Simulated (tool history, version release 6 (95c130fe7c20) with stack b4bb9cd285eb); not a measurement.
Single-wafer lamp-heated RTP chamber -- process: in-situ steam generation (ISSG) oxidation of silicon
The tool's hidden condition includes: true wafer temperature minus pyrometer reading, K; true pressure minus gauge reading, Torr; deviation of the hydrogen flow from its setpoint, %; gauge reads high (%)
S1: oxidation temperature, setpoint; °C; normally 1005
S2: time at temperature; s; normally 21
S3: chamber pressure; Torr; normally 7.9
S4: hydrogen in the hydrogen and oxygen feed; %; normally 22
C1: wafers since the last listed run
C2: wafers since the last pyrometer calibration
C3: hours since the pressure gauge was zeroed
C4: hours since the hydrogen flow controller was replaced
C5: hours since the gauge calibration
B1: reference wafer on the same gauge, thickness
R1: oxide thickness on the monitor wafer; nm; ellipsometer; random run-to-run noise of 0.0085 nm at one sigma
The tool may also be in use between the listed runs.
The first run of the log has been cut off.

{"run": 2, "day": 1.417, "S1": 1005, "S2": 25, "S3": 7.9, "S4": 22, "C1": 478, "C2": 3895, "C3": 3775.9, "C4": 2442.7, "C5": 1014.6, "B1": 4.56, "R1": 6.111}
{"run": 3, "day": 3.667, "S1": 1005, "S2": 21, "S3": 7.9, "S4": 22, "C1": 759, "C2": 4655, "C3": 3829.9, "C4": 2496.7, "C5": 1068.6, "B1": 4.56, "R1": 5.623}
{"run": 4, "day": 5.038, "S1": 1005, "S2": 27, "S3": 6.9, "S4": 22, "C1": 462, "C2": 5117, "C3": 3862.8, "C4": 2529.6, "C5": 1101.5, "B1": 4.558, "R1": 6.327}
{"run": 5, "day": 6.95, "S1": 1005, "S2": 27, "S3": 6.9, "S4": 22, "C1": 645, "C2": 5763, "C3": 3908.7, "C4": 2575.5, "C5": 1147.4, "B1": 4.56, "R1": 6.334}
{"run": 6, "day": 8.954, "S1": 1005, "S2": 27, "S3": 6.9, "S4": 22, "C1": 676, "C2": 6439, "C3": 3956.8, "C4": 2623.6, "C5": 1195.5, "B1": 4.559, "R1": 6.333}
{"run": 7, "day": 10.546, "S1": 1005, "S2": 21, "S3": 6.9, "S4": 22, "C1": 537, "C2": 6976, "C3": 3995, "C4": 2661.8, "C5": 1233.7, "B1": 4.562, "R1": 5.607}
{"run": 8, "day": 12.254, "S1": 1005, "S2": 21, "S3": 6.9, "S4": 22, "C1": 576, "C2": 7553, "C3": 4036, "C4": 2702.8, "C5": 1274.7, "B1": 4.561, "R1": 5.627}
{"day": 12.5, "done": "gauge calibrated"}
{"run": 9, "day": 14.292, "S1": 1005, "S2": 21, "S3": 6.9, "S4": 22, "C1": 687, "C2": 8241, "C3": 4084.9, "C4": 2751.7, "C5": 43, "B1": 4.56, "R1": 5.623}
{"run": 10, "day": 16.529, "S1": 1005, "S2": 21, "S3": 7.9, "S4": 22, "C1": 755, "C2": 8996, "C3": 4138.6, "C4": 2805.4, "C5": 96.7, "B1": 4.561, "R1": 5.664}
{"run": 11, "day": 18.188, "S1": 1005, "S2": 21, "S3": 7.9, "S4": 22, "C1": 559, "C2": 9555, "C3": 4178.4, "C4": 2845.2, "C5": 136.5, "B1": 4.56, "R1": 5.658}
{"day": 20.017, "done": "pyrometer window cleaned and pyrometer calibrated"}
{"run": 12, "day": 24.242, "S1": 1005, "S2": 21, "S3": 7.9, "S4": 22, "C1": 1930, "C2": 1426, "C3": 4323.7, "C4": 2990.5, "C5": 281.8, "B1": 4.559, "R1": 5.599}
{"run": 13, "day": 25.258, "S1": 1005, "S2": 21, "S3": 7.9, "S4": 22, "C1": 343, "C2": 1769, "C3": 4348.1, "C4": 3014.9, "C5": 306.2, "B1": 4.559, "R1": 5.583}
{"run": 14, "day": 26.596, "S1": 1005, "S2": 29, "S3": 7.9, "S4": 22, "C1": 451, "C2": 2221, "C3": 4380.2, "C4": 3047, "C5": 338.3, "B1": 4.562, "R1": 6.534}
{"run": 15, "day": 28.092, "S1": 1005, "S2": 21, "S3": 8.4, "S4": 22, "C1": 504, "C2": 2725, "C3": 4416.1, "C4": 3082.9, "C5": 374.2, "B1": 4.56, "R1": 5.585}
{"run": 16, "day": 29.738, "S1": 994, "S2": 24, "S3": 7.9, "S4": 22, "C1": 555, "C2": 3281, "C3": 4455.6, "C4": 3122.4, "C5": 413.7, "B1": 4.561, "R1": 5.689}
{"day": 31.129, "done": "pressure gauge zeroed"}
{"run": 17, "day": 31.638, "S1": 1014, "S2": 21, "S3": 7.9, "S4": 27, "C1": 528, "C2": 3810, "C3": 12.2, "C4": 3168, "C5": 459.3, "B1": 4.561, "R1": 6.119}

Run 18 comes next. What will it give?
{"run": 18, "day": 34.462, "S1": 1012, "S2": 24, "S3": 8.9, "S4": 30, "C1": 953, "C2": 4763, "C3": 80, "C4": 3235.8, "C5": 527.1, "B1": "?", "R1": "?"}

Run 18 gave B1 4.56, R1 6.578 nm.
Were there no unlogged condition in the tool, this run, its random variation unchanged, would have produced R1 6.63 nm.
